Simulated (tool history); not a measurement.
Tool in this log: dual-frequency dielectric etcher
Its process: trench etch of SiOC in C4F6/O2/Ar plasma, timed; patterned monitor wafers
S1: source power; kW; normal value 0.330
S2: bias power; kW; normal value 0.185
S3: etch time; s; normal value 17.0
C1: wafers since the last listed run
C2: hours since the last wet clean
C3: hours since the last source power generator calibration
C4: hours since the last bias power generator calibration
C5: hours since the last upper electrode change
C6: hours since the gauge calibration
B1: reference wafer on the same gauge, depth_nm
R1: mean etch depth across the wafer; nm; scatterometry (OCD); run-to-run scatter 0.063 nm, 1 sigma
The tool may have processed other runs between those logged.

run 1 hour=0.0 | S1=0.300 S2=0.185 S3=15.5 | C1=0 C2=356.3 C3=2537.4 C4=3863.3 C5=2709.1 C6=250.9 | B1=35.00 | R1=28.12
run 2 hour=54.1 | S1=0.330 S2=0.185 S3=17.0 | C1=1349 C2=410.4 C3=2591.5 C4=3917.4 C5=2763.2 C6=305.0 | B1=34.96 | R1=31.66
run 3 hour=93.5 | S1=0.330 S2=0.185 S3=17.0 | C1=982 C2=449.8 C3=2630.9 C4=3956.8 C5=2802.6 C6=344.4 | B1=34.96 | R1=31.71
-- hour=135.3 wet clean of the chamber
run 4 hour=149.1 | S1=0.360 S2=0.185 S3=17.0 | C1=788 C2=13.8 C3=2686.5 C4=4012.4 C5=2858.2 C6=400.0 | B1=34.96 | R1=32.77
run 5 hour=231.4 | S1=0.360 S2=0.185 S3=17.0 | C1=2052 C2=96.1 C3=2768.8 C4=4094.7 C5=2940.5 C6=482.3 | B1=34.97 | R1=32.70
run 6 hour=329.9 | S1=0.330 S2=0.185 S3=19.5 | C1=2456 C2=194.6 C3=2867.3 C4=4193.2 C5=3039.0 C6=580.8 | B1=34.99 | R1=36.54
run 7 hour=436.0 | S1=0.330 S2=0.185 S3=17.0 | C1=2646 C2=300.7 C3=2973.4 C4=4299.3 C5=3145.1 C6=686.9 | B1=34.96 | R1=31.82
run 8 hour=481.1 | S1=0.280 S2=0.185 S3=17.0 | C1=1124 C2=345.8 C3=3018.5 C4=4344.4 C5=3190.2 C6=732.0 | B1=35.00 | R1=30.40
run 9 hour=544.2 | S1=0.280 S2=0.185 S3=17.0 | C1=1573 C2=408.9 C3=3081.6 C4=4407.5 C5=3253.3 C6=795.1 | B1=34.98 | R1=30.27
run 10 hour=646.7 | S1=0.330 S2=0.185 S3=17.0 | C1=2556 C2=511.4 C3=3184.1 C4=4510.0 C5=3355.8 C6=897.6 | B1=35.03 | R1=31.73
-- hour=689.8 wet clean of the chamber
run 11 hour=748.5 | S1=0.330 S2=0.185 S3=17.0 | C1=1940 C2=58.7 C3=3285.9 C4=4611.8 C5=3457.6 C6=999.4 | B1=34.98 | R1=32.09
-- hour=754.1 bias power generator calibrated
run 12 hour=814.7 | S1=0.330 S2=0.185 S3=17.0 | C1=1551 C2=124.9 C3=3352.1 C4=60.6 C5=3523.8 C6=1065.6 | B1=35.01 | R1=32.03
-- hour=891.3 gauge calibrated
run 13 hour=892.6 | S1=0.330 S2=0.185 S3=17.0 | C1=1942 C2=202.8 C3=3430.0 C4=138.5 C5=3601.7 C6=1.3 | B1=34.99 | R1=31.97
-- hour=1020.2 upper electrode replaced
run 14 hour=1020.7 | S1=0.290 S2=0.231 S3=20.0 | C1=2596 C2=330.9 C3=3558.1 C4=266.6 C5=0.5 C6=129.4 | B1=34.95 | R1=38.67
run 15 hour=1047.9 | S1=0.300 S2=0.170 S3=15.5 | C1=678 C2=358.1 C3=3585.3 C4=293.8 C5=27.7 C6=156.6 | B1=34.99 | R1=27.64
run 16 hour=1101.5 | S1=0.330 S2=0.218 S3=21.5 | C1=1336 C2=411.7 C3=3638.9 C4=347.4 C5=81.3 C6=210.2 | B1=35.02 | R1=42.32
-- hour=1161.8 wet clean of the chamber
run 17 hour=1162.5 | S1=0.330 S2=0.185 S3=17.0 | C1=922 C2=0.7 C3=3699.9 C4=408.4 C5=142.3 C6=271.2 | B1=35.00 | R1=32.12
run 18 hour=1215.6 | S1=0.370 S2=0.143 S3=12.0 | C1=1324 C2=53.8 C3=3753.0 C4=461.5 C5=195.4 C6=324.3 | B1=35.01 | R1=22.02
-- hour=1276.7 source power generator calibrated
run 19 hour=1321.5 | S1=0.330 S2=0.166 S3=13.0 | C1=2541 C2=159.7 C3=44.8 C4=567.4 C5=301.3 C6=430.2 | B1=34.99 | R1=23.51
run 20 hour=1362.2 | S1=0.390 S2=0.185 S3=17.0 | C1=1015 C2=200.4 C3=85.5 C4=608.1 C5=342.0 C6=470.9 | B1=34.99 | R1=33.16
run 21 hour=1423.3 | S1=0.380 S2=0.185 S3=17.0 | C1=1523 C2=261.5 C3=146.6 C4=669.2 C5=403.1 C6=532.0 | B1=34.99 | R1=32.95
-- hour=1634.0 wet clean of the chamber
run 22 hour=1703.3 | S1=0.330 S2=0.162 S3=17.0 | C1=6384 C2=69.3 C3=426.6 C4=949.2 C5=683.1 C6=812.0 | B1=35.00 | R1=30.69
run 23 hour=1775.9 | S1=0.330 S2=0.185 S3=18.5 | C1=1810 C2=141.9 C3=499.2 C4=1021.8 C5=755.7 C6=884.6 | B1=34.99 | R1=34.48
run 24 hour=1815.3 | S1=0.390 S2=0.211 S3=12.5 | C1=982 C2=181.3 C3=538.6 C4=1061.2 C5=795.1 C6=924.0 | B1=35.00 | R1=25.37
run 25 hour=1911.2 | S1=0.290 S2=0.230 S3=17.0 | C1=2391 C2=277.2 C3=634.5 C4=1157.1 C5=891.0 C6=1019.9 | B1=34.99 | R1=32.47
run 26 hour=1983.8 | S1=0.300 S2=0.170 S3=15.5 | C1=1810 C2=349.8 C3=707.1 C4=1229.7 C5=963.6 C6=1092.5 | B1=35.00 | R1=27.36
run 27 hour=2069.1 | S1=0.330 S2=0.185 S3=17.0 | C1=2127 C2=435.1 C3=792.4 C4=1315.0 C5=1048.9 C6=1177.8 | B1=35.02 | R1=31.48
-- hour=2145.5 gauge calibrated
run 28 hour=2153.6 | S1=0.330 S2=0.217 S3=17.0 | C1=2107 C2=519.6 C3=876.9 C4=1399.5 C5=1133.4 C6=8.1 | B1=34.99 | R1=32.89
-- hour=2209.1 wet clean of the chamber
run 29 hour=2234.0 | S1=0.250 S2=0.201 S3=17.0 | C1=1406 C2=24.9 C3=957.3 C4=1479.9 C5=1213.8 C6=88.5 | B1=35.02 | R1=30.01
run 30 hour=2296.9 | S1=0.330 S2=0.221 S3=19.5 | C1=1568 C2=87.8 C3=1020.2 C4=1542.8 C5=1276.7 C6=151.4 | B1=35.02 | R1=38.20

The same runs without the tool's hidden state, with the same run-to-run variation:
Hidden state at play: etch rate over this chamber's usual, %; source power that arrives over what is set, %; bias power that arrives over what is set, %; gauge reads high (%).
run=1 R1=28.10
run=2 R1=31.66
run=3 R1=31.74
run=4 R1=32.52
run=5 R1=32.48
run=6 R1=36.34
run=7 R1=31.69
run=8 R1=30.29
run=9 R1=30.18
run=10 R1=31.67
run=11 R1=31.74
run=12 R1=31.69
run=13 R1=31.66
run=14 R1=38.36
run=15 R1=27.41
run=16 R1=42.01
run=17 R1=31.63
run=18 R1=21.69
run=19 R1=23.54
run=20 R1=33.21
run=21 R1=33.05
run=22 R1=30.71
run=23 R1=34.53
run=24 R1=25.43
run=25 R1=32.60
run=26 R1=27.50
run=27 R1=31.68
run=28 R1=33.15
run=29 R1=30.01
run=30 R1=38.23
